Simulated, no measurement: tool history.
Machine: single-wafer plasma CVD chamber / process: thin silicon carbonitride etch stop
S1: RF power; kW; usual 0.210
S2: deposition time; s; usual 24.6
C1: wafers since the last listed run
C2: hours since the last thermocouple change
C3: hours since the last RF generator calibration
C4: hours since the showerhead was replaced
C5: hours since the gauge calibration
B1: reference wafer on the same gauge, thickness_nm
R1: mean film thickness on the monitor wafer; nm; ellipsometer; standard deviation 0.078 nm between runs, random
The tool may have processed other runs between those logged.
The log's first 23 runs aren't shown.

| run | day | S1 | S2 | C1 | C2 | C3 | C4 | C5 | B1 | R1 |
|---|---|---|---|---|---|---|---|---|---|---|
|  | 11.754 | RF generator calibrated |
| 24 | 12.004 | 0.210 | 24.6 | 138 | 42.8 | 6.0 | 152.8 | 64.6 | 15.671 | 14.119 |
| 25 | 12.750 | 0.180 | 23.3 | 327 | 60.7 | 23.9 | 170.7 | 82.5 | 15.701 | 12.867 |
| 26 | 14.671 | 0.170 | 29.4 | 843 | 106.8 | 70.0 | 216.8 | 128.6 | 15.715 | 16.094 |
| 27 | 15.000 | 0.195 | 21.5 | 144 | 114.7 | 77.9 | 224.7 | 136.5 | 15.729 | 12.021 |
| 28 | 15.525 | 0.195 | 21.2 | 230 | 127.3 | 90.5 | 237.3 | 149.1 | 15.673 | 11.799 |
| 29 | 15.950 | 0.190 | 24.6 | 186 | 137.5 | 100.7 | 247.5 | 159.3 | 15.691 | 13.534 |
| 30 | 16.446 | 0.185 | 24.6 | 217 | 149.4 | 112.6 | 259.4 | 171.2 | 15.676 | 13.606 |
| 31 | 16.988 | 0.210 | 24.6 | 237 | 162.4 | 125.6 | 272.4 | 184.2 | 15.636 | 13.993 |

Each row is a separate what-if for the run after 31, all from the same tool condition, not one after another. Results?
| A | 17.004 | 0.225 | 24.6 | 7 | 162.8 | 126.0 | 272.8 | 184.6 | ? | ? |
| B | 17.004 | 0.180 | 24.6 | 7 | 162.8 | 126.0 | 272.8 | 184.6 | ? | ? |
| C | 17.004 | 0.180 | 20.4 | 7 | 162.8 | 126.0 | 272.8 | 184.6 | ? | ? |

| run | B1 | R1 |
|---|---|---|
| A | 15.655 | 14.299 |
| B | 15.655 | 13.531 |
| C | 15.655 | 11.221 |
Take away the tool's hidden state, keep each run's random variation, and the runs would have read:
| run | R1 |
|---|---|
| A | 14.299 |
| B | 13.531 |
| C | 11.221 |
